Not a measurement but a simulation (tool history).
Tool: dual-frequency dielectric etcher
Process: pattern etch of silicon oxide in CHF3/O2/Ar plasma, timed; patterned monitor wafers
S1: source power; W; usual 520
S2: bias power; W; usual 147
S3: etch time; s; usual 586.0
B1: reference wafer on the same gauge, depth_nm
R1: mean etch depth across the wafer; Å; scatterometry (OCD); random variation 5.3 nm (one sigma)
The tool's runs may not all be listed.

run   hour   S1   S2     S3     B1     R1
  1    0.0  520  147  586.0  960.0  10741
  2   16.9  520  147  586.0  960.1  10764
  3   52.0  520  147  586.0  960.0  10605
  4   76.2  520  147  586.0  961.8  10781
  5   97.1  520  147  586.0  961.7  10633
  6  123.1  440  147  586.0  958.7   9935
  7  143.1  440  147  586.0  959.5   9877
  8  173.4  440  147  586.0  960.8   9997
     208.9  -- upper electrode replaced
  9  209.4  520  147  586.0  959.5  10699
 10  229.5  520  147  586.0  959.2  10648
     238.4  -- source power generator calibrated
 11  251.7  520  147  586.0  959.9  10609
     291.6  -- wet clean of the chamber
 12  292.1  520  147  586.0  960.5  10748
 13  308.5  640  147  505.5  960.4  10038
 14  325.2  520  147  586.0  960.9  10680
     396.7  -- bias power generator calibrated
     405.4  -- gauge calibrated
 15  409.1  520  147  586.0  957.5  10707
 16  444.6  520  170  734.5  961.3  14134
 17  457.7  580  147  651.0  959.8  12412
 18  472.6  480  147  586.0  960.7  10329
 19  490.6  520  147  586.0  961.3  10656
 20  517.2  430  133  586.0  959.6   9534
 21  530.3  410  147  586.0  960.0   9559
 22  556.6  480  159  433.0  959.4   7830
 23  575.0  400  158  586.0  959.7   9641
 24  603.6  460  160  586.0  959.0  10439

5 ways to go on from here, each from the tool as it stands after run 24. What would each give?
  A  604.2  520  147  684.5   ?   ?
  B  604.2  520  122  713.5   ?   ?
  C  604.2  520  175  586.0   ?   ?
  D  604.2  520  172  434.0   ?   ?
  E  604.2  420  114  492.5   ?   ?

run     B1     R1
  A  960.2  12499
  B  960.2  12356
  C  960.2  11274
  D  960.2   8306
  E  960.2   7589
Without the tool's hidden state the same runs would have given:
run     R1
  A  12499
  B  12356
  C  11274
  D   8306
  E   7589

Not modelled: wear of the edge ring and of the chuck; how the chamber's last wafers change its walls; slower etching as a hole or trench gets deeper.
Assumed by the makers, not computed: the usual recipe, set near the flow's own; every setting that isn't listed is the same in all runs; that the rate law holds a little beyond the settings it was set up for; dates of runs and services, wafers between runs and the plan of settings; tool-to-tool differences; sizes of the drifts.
